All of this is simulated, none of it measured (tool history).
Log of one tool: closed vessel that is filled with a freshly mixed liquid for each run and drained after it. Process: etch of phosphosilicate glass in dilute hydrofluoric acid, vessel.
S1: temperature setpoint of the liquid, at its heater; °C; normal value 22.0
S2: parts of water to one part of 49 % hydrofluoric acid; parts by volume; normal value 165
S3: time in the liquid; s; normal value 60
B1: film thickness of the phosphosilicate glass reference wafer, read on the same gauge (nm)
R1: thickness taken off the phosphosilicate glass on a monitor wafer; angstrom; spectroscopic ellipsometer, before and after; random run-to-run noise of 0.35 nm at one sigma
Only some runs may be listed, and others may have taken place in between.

| run | hour | S1 | S2 | S3 | B1 | R1 |
|---|---|---|---|---|---|---|
| 1 | 0.0 | 22.0 | 190 | 60 | 130.04 | 372.8 |
| 2 | 105.4 | 22.0 | 190 | 60 | 130.01 | 372.9 |
| 3 | 185.7 | 22.0 | 225 | 35 | 130.00 | 174.4 |
| 4 | 267.8 | 22.0 | 165 | 60 | 130.00 | 429.0 |
| 5 | 576.4 | 22.0 | 110 | 60 | 129.99 | 676.6 |
| 6 | 673.1 | 22.0 | 110 | 60 | 129.99 | 675.7 |
| 7 | 773.9 | 22.0 | 110 | 60 | 129.99 | 668.4 |
|  | 812.9 | hydrofluoric acid flow meter replaced |
| 8 | 836.7 | 22.0 | 165 | 60 | 130.01 | 454.4 |
| 9 | 895.1 | 22.0 | 165 | 60 | 130.00 | 448.5 |
| 10 | 986.2 | 22.0 | 165 | 60 | 129.97 | 439.4 |
| 11 | 1031.1 | 25.5 | 165 | 60 | 130.00 | 511.9 |
| 12 | 1071.8 | 22.0 | 165 | 60 | 130.01 | 441.4 |
| 13 | 1158.1 | 22.0 | 230 | 60 | 129.96 | 297.6 |
| 14 | 1264.8 | 24.0 | 210 | 30 | 129.99 | 178.4 |
| 15 | 1305.2 | 24.0 | 210 | 30 | 129.99 | 178.0 |
|  | 1372.5 | gauge calibrated |
| 16 | 1378.9 | 22.0 | 165 | 80 | 130.02 | 578.3 |
| 17 | 1420.0 | 22.0 | 165 | 60 | 129.98 | 430.1 |
|  | 1474.6 | thermometer replaced |
| 18 | 1495.0 | 19.5 | 165 | 60 | 130.02 | 418.0 |
| 19 | 1743.6 | 22.0 | 165 | 40 | 130.00 | 306.8 |
| 20 | 1781.4 | 19.5 | 90 | 50 | 130.02 | 685.3 |
| 21 | 1875.3 | 22.0 | 165 | 60 | 130.04 | 451.9 |
| 22 | 1913.9 | 22.0 | 165 | 60 | 130.00 | 447.2 |
| 23 | 1984.1 | 23.5 | 165 | 80 | 130.00 | 637.1 |

What if the next run were any one of these 4? Each begins from the tool's condition after run 23:
| A | 1984.8 | 22.0 | 165 | 60 | ? | ? |
| B | 1984.8 | 26.0 | 115 | 85 | ? | ? |
| C | 1984.8 | 22.0 | 95 | 75 | ? | ? |
| D | 1984.8 | 24.0 | 165 | 60 | ? | ? |

| run | B1 | R1 |
|---|---|---|
| A | 129.99 | 450.3 |
| B | 129.99 | 1133.7 |
| C | 129.99 | 1060.3 |
| D | 129.99 | 486.1 |
Without the tool's unlogged condition, the same runs would have read:
| run | R1 |
|---|---|
| A | 490.2 |
| B | 1231.8 |
| C | 1151.2 |
| D | 529.2 |
